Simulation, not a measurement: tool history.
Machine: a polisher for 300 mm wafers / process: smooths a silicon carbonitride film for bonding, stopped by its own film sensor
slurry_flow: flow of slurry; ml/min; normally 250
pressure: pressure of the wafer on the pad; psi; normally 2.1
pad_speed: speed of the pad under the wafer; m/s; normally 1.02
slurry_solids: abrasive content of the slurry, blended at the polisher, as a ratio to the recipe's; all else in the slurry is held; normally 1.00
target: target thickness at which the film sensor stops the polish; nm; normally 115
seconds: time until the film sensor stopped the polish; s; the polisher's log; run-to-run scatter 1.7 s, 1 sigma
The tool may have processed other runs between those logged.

run,hour,slurry_flow,pressure,pad_speed,slurry_solids,target,"incoming thickness of the incoming film, nm",seconds
1,0.0,250,2.1,1.02,1.00,115,149.0,141.4
2,100.3,250,2.1,1.02,1.00,107,147.5,170.2
3,156.5,250,2.1,1.02,1.00,107,147.6,168.9
4,220.7,250,2.1,1.02,1.00,120,152.1,135.2
5,255.3,250,2.1,1.02,1.00,120,149.9,126.8
6,305.4,250,2.1,1.02,1.00,120,149.6,125.3
7,364.1,250,2.1,1.02,1.00,115,149.7,148.1
8,425.4,250,2.1,1.02,1.00,115,148.1,140.5
9,589.9,330,2.1,1.32,1.25,108,148.1,117.5
10,633.2,210,2.5,1.02,1.00,107,148.4,153.3
11,695.7,250,1.6,0.90,0.80,106,152.6,272.5
12,742.2,290,2.1,1.20,1.00,115,149.5,118.7
13,782.4,250,2.1,1.02,0.75,115,147.0,147.3
14,811.0,250,2.1,1.02,1.00,115,150.7,146.3
15,882.3,250,2.1,1.02,1.00,115,148.7,139.5
16,931.3,250,1.5,1.02,1.00,115,149.7,171.1
17,1030.1,250,2.1,1.02,1.00,115,152.2,158.1
18,1076.9,250,2.1,1.02,1.00,115,149.3,143.0
19,1107.1,250,2.1,1.02,1.00,103,149.6,195.6
20,1136.7,250,2.1,1.22,1.00,115,149.7,122.6
21,1191.4,250,2.1,1.02,1.00,126,150.0,101.3
22,1248.0,250,2.1,0.76,1.00,120,153.0,189.4
23,1312.1,250,2.1,1.02,1.00,115,148.4,140.7
24,1364.9,250,2.1,0.88,1.00,119,148.2,149.0
25,1423.4,250,2.1,1.02,1.00,115,149.3,139.1
26,1453.6,250,2.1,1.34,1.00,115,149.9,112.0
27,1482.9,275,1.8,1.18,1.00,122,148.3,99.3
28,1551.5,250,2.1,1.02,1.00,115,149.1,138.6
29,1620.3,180,1.4,1.02,0.90,122,151.9,160.3
30,1682.3,190,2.1,1.02,1.25,105,151.6,181.2
31,1750.3,295,2.5,0.86,1.00,107,151.4,192.7

Taken out of this log: 12 entries between the listed runs. Where each belongs, and how the hidden state differs across it:
After run 2, before run 3: slurry nozzle cleaned (hour 111.2); worn pad replaced by a new one, of another model than before (hour 156.0)
  deviation of the head's pressure from its setpoint, %: -3.47 -> -4.11
  the result without the hidden state subtracted from the measured one, seconds: +5.9 -> +3.9 s
After run 3, before run 4: slurry blender recalibrated (hour 204.9)
  deviation of the head's pressure from its setpoint, %: -4.11 -> -4.84
  the result without the hidden state subtracted from the measured one, seconds: +3.9 -> +3.7 s
After run 8, before run 9: head pressure recalibrated (hour 583.5)
  deviation of the head's pressure from its setpoint, %: -7.15 -> -0.445
  the result without the hidden state subtracted from the measured one, seconds: +5.7 -> +0.3 s
After run 9, before run 10: slurry nozzle cleaned (hour 593.5)
  deviation of the head's pressure from its setpoint, %: -0.445 -> -0.935
  the result without the hidden state subtracted from the measured one, seconds: +0.3 -> +0.8 s
After run 11, before run 12: slurry blender recalibrated (hour 712.2); worn pad replaced by a new one (hour 727.2)
  deviation of the head's pressure from its setpoint, %: -1.64 -> -2.17
  the result without the hidden state subtracted from the measured one, seconds: +2.6 -> +1.4 s
After run 20, before run 21: slurry nozzle cleaned (hour 1170.3)
  deviation of the head's pressure from its setpoint, %: -6.63 -> -7.25
  the result without the hidden state subtracted from the measured one, seconds: +4.6 -> +4.1 s
After run 21, before run 22: slurry blender recalibrated (hour 1212.5)
  deviation of the head's pressure from its setpoint, %: -7.25 -> -7.89
  the result without the hidden state subtracted from the measured one, seconds: +4.1 -> +8.4 s
After run 22, before run 23: worn pad replaced by a new one (hour 1257.2)
  deviation of the head's pressure from its setpoint, %: -7.89 -> -8.62
  the result without the hidden state subtracted from the measured one, seconds: +8.4 -> +6.8 s
After run 24, before run 25: head pressure recalibrated (hour 1394.6)
  deviation of the head's pressure from its setpoint, %: -9.22 -> 0.127
  the result without the hidden state subtracted from the measured one, seconds: +7.8 -> -0.1 s
After run 29, before run 30: slurry nozzle cleaned (hour 1635.0)
  deviation of the head's pressure from its setpoint, %: -2.1 -> -2.8
  the result without the hidden state subtracted from the measured one, seconds: +1.9 -> +2.9 s
